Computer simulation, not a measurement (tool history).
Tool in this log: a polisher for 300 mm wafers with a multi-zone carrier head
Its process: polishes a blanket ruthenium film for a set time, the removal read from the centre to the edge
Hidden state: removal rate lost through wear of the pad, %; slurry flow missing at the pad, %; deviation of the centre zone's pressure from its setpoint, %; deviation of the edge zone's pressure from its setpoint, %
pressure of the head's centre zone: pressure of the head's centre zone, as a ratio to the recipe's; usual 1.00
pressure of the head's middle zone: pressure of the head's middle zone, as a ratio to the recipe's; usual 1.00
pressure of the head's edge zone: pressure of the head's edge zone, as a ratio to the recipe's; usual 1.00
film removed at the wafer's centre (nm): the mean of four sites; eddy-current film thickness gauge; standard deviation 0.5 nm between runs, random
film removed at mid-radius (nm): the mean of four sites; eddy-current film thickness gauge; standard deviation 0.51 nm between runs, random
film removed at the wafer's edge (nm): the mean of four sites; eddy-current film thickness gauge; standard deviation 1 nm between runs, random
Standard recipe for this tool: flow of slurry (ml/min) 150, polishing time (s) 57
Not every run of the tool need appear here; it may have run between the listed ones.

run	day	flow of slurry (ml/min)	pressure of the head's centre zone	pressure of the head's middle zone	pressure of the head's edge zone	polishing time (s)	wafers since the last listed run	wafers polished on this pad	hours since the slurry nozzle was cleaned	hours since the centre zone pressure was calibrated	hours since the edge zone pressure was calibrated	hours since the carrier head's membrane was replaced	incoming thickness of the incoming film, nm	film removed at the wafer's centre (nm)	film removed at mid-radius (nm)	film removed at the wafer's edge (nm)
1	0.000	150	0.97	1.00	1.00	57	0	3679	320.6	124.3	440.3	561.3	375.3	67.2	66.9	68.7
2	1.971	150	1.00	1.00	1.00	57	350	4030	367.9	171.6	487.6	608.6	372.0	68.3	66.6	66.5
# day 2.300: worn pad replaced by a new one
3	6.321	150	1.04	0.94	1.00	57	744	715	472.3	276.0	592.0	713.0	371.7	71.0	61.9	68.8
4	10.662	150	1.04	0.94	1.00	57	772	1488	576.5	380.2	696.2	817.2	367.9	70.6	62.5	66.5
5	14.579	150	1.00	1.00	1.00	57	697	2186	670.5	474.2	790.2	911.2	363.7	67.5	66.7	66.5
# day 14.883: slurry nozzle cleaned
# day 16.946: centre zone pressure recalibrated
6	17.171	150	1.00	1.00	1.00	57	439	2625	54.9	5.4	852.4	973.4	372.4	71.6	69.9	69.0
7	20.938	150	1.00	1.09	0.90	57	670	3296	145.3	95.8	942.8	1063.8	372.8	71.3	72.9	64.1
8	24.496	150	1.05	1.00	1.06	57	633	3929	230.7	181.2	1028.2	1149.2	366.9	72.4	67.8	70.1
# day 27.392: worn pad replaced by a new one
9	27.883	105	0.94	1.00	1.06	74	573	87	312.0	262.5	1109.5	1230.5	372.8	73.5	77.0	85.2
10	30.575	150	0.94	1.00	1.00	49	479	566	376.6	327.1	1174.1	1295.1	364.6	55.0	57.1	59.7
# day 30.708: edge zone pressure recalibrated
11	32.304	150	1.00	1.00	1.00	57	293	859	418.1	368.6	38.3	1336.6	369.5	68.0	65.6	66.6
12	35.083	135	0.94	1.11	0.94	57	494	1354	484.8	435.3	105.0	1403.3	368.1	61.1	69.5	64.6
# day 35.671: carrier head's membrane replaced by a new one
# day 41.096: centre zone pressure recalibrated
# day 45.692: slurry nozzle cleaned
13	46.438	150	1.00	0.97	1.00	57	1962	3316	17.9	128.2	377.5	258.4	368.4	72.9	67.0	71.4
# day 46.958: worn pad replaced by a new one
14	50.021	165	0.91	1.00	1.00	73	608	545	103.9	214.2	463.5	344.4	373.3	84.0	89.4	88.6
15	53.954	150	1.00	1.00	1.00	57	700	1245	198.3	308.6	557.9	438.8	367.6	68.2	68.1	68.6
16	57.438	110	1.00	1.05	0.90	70	620	1865	281.9	392.2	641.5	522.4	375.2	74.4	78.1	74.6
17	60.567	150	1.04	0.93	1.10	47	557	2422	357.0	467.3	716.6	597.5	364.7	58.4	51.1	59.5
# day 62.892: centre zone pressure recalibrated
18	62.938	150	1.00	1.00	1.00	57	407	2830	413.9	1.1	773.5	654.4	366.1	67.2	65.2	67.0
19	65.288	150	1.00	1.00	1.08	57	418	3248	470.3	57.5	829.9	710.8	365.5	67.7	65.7	68.7
20	69.750	150	0.92	1.00	0.94	57	794	4042	577.4	164.6	937.0	817.9	369.2	60.5	65.2	64.2
# day 71.283: worn pad replaced by a new one
21	71.417	150	1.00	0.96	1.00	57	267	23	617.4	204.6	977.0	857.9	369.9	66.8	62.3	65.4

5 options for the next run, each taken on its own from the tool as it stands now. Forecast them:
A	71.433	150	1.00	1.00	1.00	68	2	26	617.8	205.0	977.4	858.3	369.7	?	?	?
B	71.433	150	0.96	1.00	1.00	57	2	26	617.8	205.0	977.4	858.3	369.7	?	?	?
C	71.433	150	1.09	1.00	1.00	68	2	26	617.8	205.0	977.4	858.3	369.7	?	?	?
D	71.433	150	1.00	1.00	1.05	44	2	26	617.8	205.0	977.4	858.3	369.7	?	?	?
E	71.433	150	1.00	0.91	1.00	57	2	26	617.8	205.0	977.4	858.3	369.7	?	?	?

run	film removed at the wafer's centre (nm)	film removed at mid-radius (nm)	film removed at the wafer's edge (nm)
A	78.9	78.3	79.0
B	63.5	65.7	66.2
C	86.1	78.3	79.0
D	51.1	50.7	52.3
E	66.1	60.7	66.3
Stripped of hidden state, with their random variation kept, the same runs would have yielded:
run	film removed at the wafer's centre (nm)	film removed at mid-radius (nm)	film removed at the wafer's edge (nm)
A	86.1	84.5	83.3
B	69.2	70.8	69.9
C	93.9	84.5	83.3
D	55.7	54.7	55.2
E	72.1	65.4	69.9

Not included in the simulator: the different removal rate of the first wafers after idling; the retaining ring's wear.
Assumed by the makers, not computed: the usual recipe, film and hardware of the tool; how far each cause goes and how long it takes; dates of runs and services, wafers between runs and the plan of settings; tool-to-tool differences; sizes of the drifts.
